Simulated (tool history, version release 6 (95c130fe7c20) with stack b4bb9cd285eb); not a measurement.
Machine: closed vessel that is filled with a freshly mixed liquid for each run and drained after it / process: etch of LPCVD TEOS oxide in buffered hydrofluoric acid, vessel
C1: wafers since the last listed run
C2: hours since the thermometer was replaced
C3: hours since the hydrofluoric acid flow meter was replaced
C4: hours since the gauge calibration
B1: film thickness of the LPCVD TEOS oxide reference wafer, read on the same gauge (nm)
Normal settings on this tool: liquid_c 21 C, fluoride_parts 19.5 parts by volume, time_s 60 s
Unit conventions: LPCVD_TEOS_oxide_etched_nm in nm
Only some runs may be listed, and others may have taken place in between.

{"run": 1, "hour": 0.0, "liquid_c": 21, "fluoride_parts": 19.5, "time_s": 60, "C1": 0, "C2": 1405.3, "C3": 1893.1, "C4": 2.2, "B1": 29.97, "LPCVD_TEOS_oxide_etched_nm": 77.6}
{"run": 2, "hour": 11.6, "liquid_c": 21, "fluoride_parts": 19.5, "time_s": 60, "C1": 1066, "C2": 1416.9, "C3": 1904.7, "C4": 13.8, "B1": 30.02, "LPCVD_TEOS_oxide_etched_nm": 76.72}
{"run": 3, "hour": 24.7, "liquid_c": 21, "fluoride_parts": 19.5, "time_s": 70, "C1": 1204, "C2": 1430, "C3": 1917.8, "C4": 26.9, "B1": 30.01, "LPCVD_TEOS_oxide_etched_nm": 89.54}
{"run": 4, "hour": 31.7, "liquid_c": 21, "fluoride_parts": 19.5, "time_s": 70, "C1": 643, "C2": 1437, "C3": 1924.8, "C4": 33.9, "B1": 30, "LPCVD_TEOS_oxide_etched_nm": 90.26}
{"run": 5, "hour": 37.8, "liquid_c": 23.5, "fluoride_parts": 19.5, "time_s": 60, "C1": 560, "C2": 1443.1, "C3": 1930.9, "C4": 40, "B1": 29.98, "LPCVD_TEOS_oxide_etched_nm": 88.7}
{"run": 6, "hour": 45.9, "liquid_c": 23.5, "fluoride_parts": 19.5, "time_s": 60, "C1": 744, "C2": 1451.2, "C3": 1939, "C4": 48.1, "B1": 30.03, "LPCVD_TEOS_oxide_etched_nm": 88.32}
{"run": 7, "hour": 56.4, "liquid_c": 23.5, "fluoride_parts": 19.5, "time_s": 60, "C1": 965, "C2": 1461.7, "C3": 1949.5, "C4": 58.6, "B1": 30, "LPCVD_TEOS_oxide_etched_nm": 88.37}
{"run": 8, "hour": 64.6, "liquid_c": 21, "fluoride_parts": 19.5, "time_s": 60, "C1": 753, "C2": 1469.9, "C3": 1957.7, "C4": 66.8, "B1": 30.02, "LPCVD_TEOS_oxide_etched_nm": 77.02}
{"run": 9, "hour": 79.8, "liquid_c": 21, "fluoride_parts": 19.5, "time_s": 60, "C1": 1397, "C2": 1485.1, "C3": 1972.9, "C4": 82, "B1": 29.99, "LPCVD_TEOS_oxide_etched_nm": 77.51}
{"run": 10, "hour": 97.3, "liquid_c": 21, "fluoride_parts": 19.5, "time_s": 60, "C1": 1608, "C2": 1502.6, "C3": 1990.4, "C4": 99.5, "B1": 29.99, "LPCVD_TEOS_oxide_etched_nm": 76.74}
{"run": 11, "hour": 112.6, "liquid_c": 21, "fluoride_parts": 19.5, "time_s": 60, "C1": 1406, "C2": 1517.9, "C3": 2005.7, "C4": 114.8, "B1": 29.98, "LPCVD_TEOS_oxide_etched_nm": 76.66}
{"run": 12, "hour": 124.3, "liquid_c": 21, "fluoride_parts": 19.5, "time_s": 60, "C1": 1075, "C2": 1529.6, "C3": 2017.4, "C4": 126.5, "B1": 29.99, "LPCVD_TEOS_oxide_etched_nm": 77.7}
{"run": 13, "hour": 136.3, "liquid_c": 21, "fluoride_parts": 19.5, "time_s": 60, "C1": 1102, "C2": 1541.6, "C3": 2029.4, "C4": 138.5, "B1": 29.97, "LPCVD_TEOS_oxide_etched_nm": 78.22}
{"hour": 145.2, "done": "thermometer replaced"}
{"run": 14, "hour": 167.4, "liquid_c": 21, "fluoride_parts": 19.5, "time_s": 60, "C1": 2766, "C2": 22.2, "C3": 2060.5, "C4": 169.6, "B1": 29.99, "LPCVD_TEOS_oxide_etched_nm": 77.98}
{"run": 15, "hour": 181.4, "liquid_c": 21, "fluoride_parts": 15, "time_s": 50, "C1": 1286, "C2": 36.2, "C3": 2074.5, "C4": 183.6, "B1": 30.01, "LPCVD_TEOS_oxide_etched_nm": 82.95}
{"run": 16, "hour": 191.1, "liquid_c": 24, "fluoride_parts": 25.5, "time_s": 40, "C1": 891, "C2": 45.9, "C3": 2084.2, "C4": 193.3, "B1": 30.02, "LPCVD_TEOS_oxide_etched_nm": 49.93}
{"run": 17, "hour": 209.6, "liquid_c": 21, "fluoride_parts": 19.5, "time_s": 60, "C1": 1700, "C2": 64.4, "C3": 2102.7, "C4": 211.8, "B1": 29.98, "LPCVD_TEOS_oxide_etched_nm": 77.69}
{"run": 18, "hour": 223.6, "liquid_c": 21, "fluoride_parts": 19.5, "time_s": 60, "C1": 1286, "C2": 78.4, "C3": 2116.7, "C4": 225.8, "B1": 30.03, "LPCVD_TEOS_oxide_etched_nm": 77.4}
{"run": 19, "hour": 238.7, "liquid_c": 21, "fluoride_parts": 12, "time_s": 60, "C1": 1387, "C2": 93.5, "C3": 2131.8, "C4": 240.9, "B1": 29.98, "LPCVD_TEOS_oxide_etched_nm": 123.7}
{"hour": 243.0, "done": "hydrofluoric acid flow meter replaced"}
{"run": 20, "hour": 245.4, "liquid_c": 24, "fluoride_parts": 19.5, "time_s": 60, "C1": 523, "C2": 100.2, "C3": 2.4, "C4": 247.6, "B1": 29.99, "LPCVD_TEOS_oxide_etched_nm": 91.37}
{"run": 21, "hour": 255.3, "liquid_c": 17, "fluoride_parts": 16, "time_s": 90, "C1": 909, "C2": 110.1, "C3": 12.3, "C4": 257.5, "B1": 30, "LPCVD_TEOS_oxide_etched_nm": 112.97}
{"hour": 260.1, "done": "gauge calibrated"}
{"run": 22, "hour": 266.5, "liquid_c": 25.5, "fluoride_parts": 19.5, "time_s": 60, "C1": 1029, "C2": 121.3, "C3": 23.5, "C4": 6.4, "B1": 29.99, "LPCVD_TEOS_oxide_etched_nm": 98.9}
{"run": 23, "hour": 280.5, "liquid_c": 21, "fluoride_parts": 19.5, "time_s": 60, "C1": 1286, "C2": 135.3, "C3": 37.5, "C4": 20.4, "B1": 29.99, "LPCVD_TEOS_oxide_etched_nm": 77.45}
{"run": 24, "hour": 288.6, "liquid_c": 19, "fluoride_parts": 24, "time_s": 60, "C1": 744, "C2": 143.4, "C3": 45.6, "C4": 28.5, "B1": 30, "LPCVD_TEOS_oxide_etched_nm": 59.96}
{"run": 25, "hour": 302.8, "liquid_c": 21, "fluoride_parts": 23, "time_s": 60, "C1": 1305, "C2": 157.6, "C3": 59.8, "C4": 42.7, "B1": 29.99, "LPCVD_TEOS_oxide_etched_nm": 68.66}
{"run": 26, "hour": 319.2, "liquid_c": 21, "fluoride_parts": 19.5, "time_s": 60, "C1": 1507, "C2": 174, "C3": 76.2, "C4": 59.1, "B1": 29.98, "LPCVD_TEOS_oxide_etched_nm": 76.31}
{"run": 27, "hour": 334.7, "liquid_c": 17, "fluoride_parts": 25.5, "time_s": 60, "C1": 1424, "C2": 189.5, "C3": 91.7, "C4": 74.6, "B1": 30, "LPCVD_TEOS_oxide_etched_nm": 50.73}

Hidden state at the last listed run before each entry between runs and at the first one after, where it differs:
Logged between run 13 and run 14: thermometer replaced (hour 145.2)
  no difference in the tool's unlogged condition between these two runs
Logged between run 19 and run 20: hydrofluoric acid flow meter replaced (hour 243)
  no difference in the tool's unlogged condition between these two runs
Logged between run 21 and run 22: gauge calibrated (hour 260.1)
  no difference in the tool's unlogged condition between these two runs
